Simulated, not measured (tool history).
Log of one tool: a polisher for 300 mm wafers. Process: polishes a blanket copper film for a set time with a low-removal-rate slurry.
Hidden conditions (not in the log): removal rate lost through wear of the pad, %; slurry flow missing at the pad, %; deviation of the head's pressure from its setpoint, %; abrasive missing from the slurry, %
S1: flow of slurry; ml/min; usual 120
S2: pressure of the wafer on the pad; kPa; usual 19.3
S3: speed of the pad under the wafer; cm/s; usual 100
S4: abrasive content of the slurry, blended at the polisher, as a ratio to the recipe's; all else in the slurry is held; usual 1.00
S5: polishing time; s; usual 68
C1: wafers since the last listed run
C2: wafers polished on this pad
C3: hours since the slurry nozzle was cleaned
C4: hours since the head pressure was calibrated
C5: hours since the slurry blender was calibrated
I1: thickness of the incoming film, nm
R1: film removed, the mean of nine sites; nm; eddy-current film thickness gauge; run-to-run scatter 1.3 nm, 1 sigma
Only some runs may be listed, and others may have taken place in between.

run     day   S1    S2   S3    S4  S5   C1    C2     C3     C4     C5      I1     R1
  1   0.000  120  19.3  100  1.00  68    0   791    9.4  240.1   19.9  1347.4  166.7
  2   0.879  120  19.3  100  1.00  68  126   918   30.5  261.2   41.0  1337.0  165.1
  3   1.679  100  19.3  100  1.00  68  115  1033   49.7  280.4   60.2  1316.1  159.2
      2.467  -- worn pad replaced by a new one
  4   2.933  100  19.3  100  1.00  68  156    67   79.8  310.5   90.3  1337.8  158.8
  5   3.725  120  19.3  112  1.00  59  114   181   98.8  329.5  109.3  1328.7  163.0
  6   4.883  120  19.3  112  1.00  59  167   348  126.6  357.3  137.1  1327.7  159.4
  7   6.367  120  24.8  100  1.00  68  214   562  162.2  392.9  172.7  1313.7  207.9
      6.767  -- head pressure recalibrated
      7.392  -- slurry blender recalibrated
  8   7.679  120  19.3  100  1.00  68  165   728  193.7   21.9    6.9  1349.2  179.9
  9   9.096  120  19.3  100  1.00  68  204   932  227.7   55.9   40.9  1310.0  175.6
 10  10.883  120  19.3  100  1.20  86  258  1190  270.6   98.8   83.8  1326.6  228.9
     11.462  -- worn pad replaced by a new one
     12.550  -- slurry nozzle cleaned
 11  13.521   95  15.9  100  0.85  68  350   291   23.3  162.1  147.1  1328.9  129.4
 12  14.404  120  19.3  100  1.00  68  127   418   44.5  183.3  168.3  1339.1  169.1
 13  15.804  120  19.3  100  1.00  68  202   621   78.1  216.9  201.9  1342.1  169.2
 14  16.904  105  19.3  100  0.80  79  158   779  104.5  243.3  228.3  1342.2  180.5
 15  17.542  160  19.3  100  1.25  68   92   871  119.8  258.6  243.6  1327.4  186.2
     17.938  -- slurry blender recalibrated
 16  18.546  155  12.4   72  1.15  68  132  1004  143.9  282.7   14.6  1326.6   88.3
 17  19.162  120  19.3  100  0.90  89   89  1093  158.7  297.5   29.4  1315.9  213.1
     19.400  -- worn pad replaced by a new one
 18  20.525  150  19.3  126  1.30  52  172   162  191.4  330.2   62.1  1324.2  179.5
 19  21.808  140  19.3  100  1.00  46  185   347  222.2  361.0   92.9  1347.9  116.0
 20  23.133  140  19.3  100  1.00  46  191   539  254.0  392.8  124.7  1346.0  116.7
 21  23.892  150  13.1  100  1.20  68  109   648  272.2  411.0  142.9  1317.6  129.0
     24.708  -- head pressure recalibrated
 22  25.108  120  19.3  100  0.90  53  163   812  301.4    9.6  172.1  1325.9  137.2
 23  25.800  120  19.3  100  1.00  88   99   912  318.0   26.2  188.7  1314.0  232.8
     26.446  -- slurry nozzle cleaned
 24  27.012  120  19.3  100  1.00  68  169  1081   13.6   55.3  217.8  1312.7  173.5
     28.071  -- slurry blender recalibrated
     28.667  -- worn pad replaced by a new one
 25  30.900  120  21.4  132  1.25  49  525   322  106.9  148.6   67.9  1335.3  185.1
 26  31.417  120  19.3  100  0.85  68   74   396  119.3  161.0   80.3  1311.4  167.5
 27  32.533  120  19.3  100  1.00  87  161   557  146.1  187.8  107.1  1348.6  218.7
 28  33.192  135  19.3  100  0.75  84   95   652  161.9  203.6  122.9  1339.2  204.5
 29  33.788  120  17.2  126  1.00  68   86   739  176.2  217.9  137.2  1339.3  190.4

5 ways to go on from here, each from the tool as it stands after run 29. What would each give?
  A  33.804   95  19.3  100  1.00  68   2  741  176.6  218.3  137.6  1325.8   ?
  B  33.804  120  19.3  100  0.90  47   2  741  176.6  218.3  137.6  1325.8   ?
  C  33.804  120  23.4   70  1.25  68   2  741  176.6  218.3  137.6  1325.8   ?
  D  33.804  120  19.3  100  0.85  60   2  741  176.6  218.3  137.6  1325.8   ?
  E  33.804  120  26.2  110  1.00  55   2  741  176.6  218.3  137.6  1325.8   ?

run     R1
  A  157.0
  B  113.1
  C  146.1
  D  142.9
  E  197.1
Take away the tool's hidden state, keep each run's random variation, and the runs would have read:
run     R1
  A  168.4
  B  121.4
  C  156.7
  D  153.3
  E  211.5
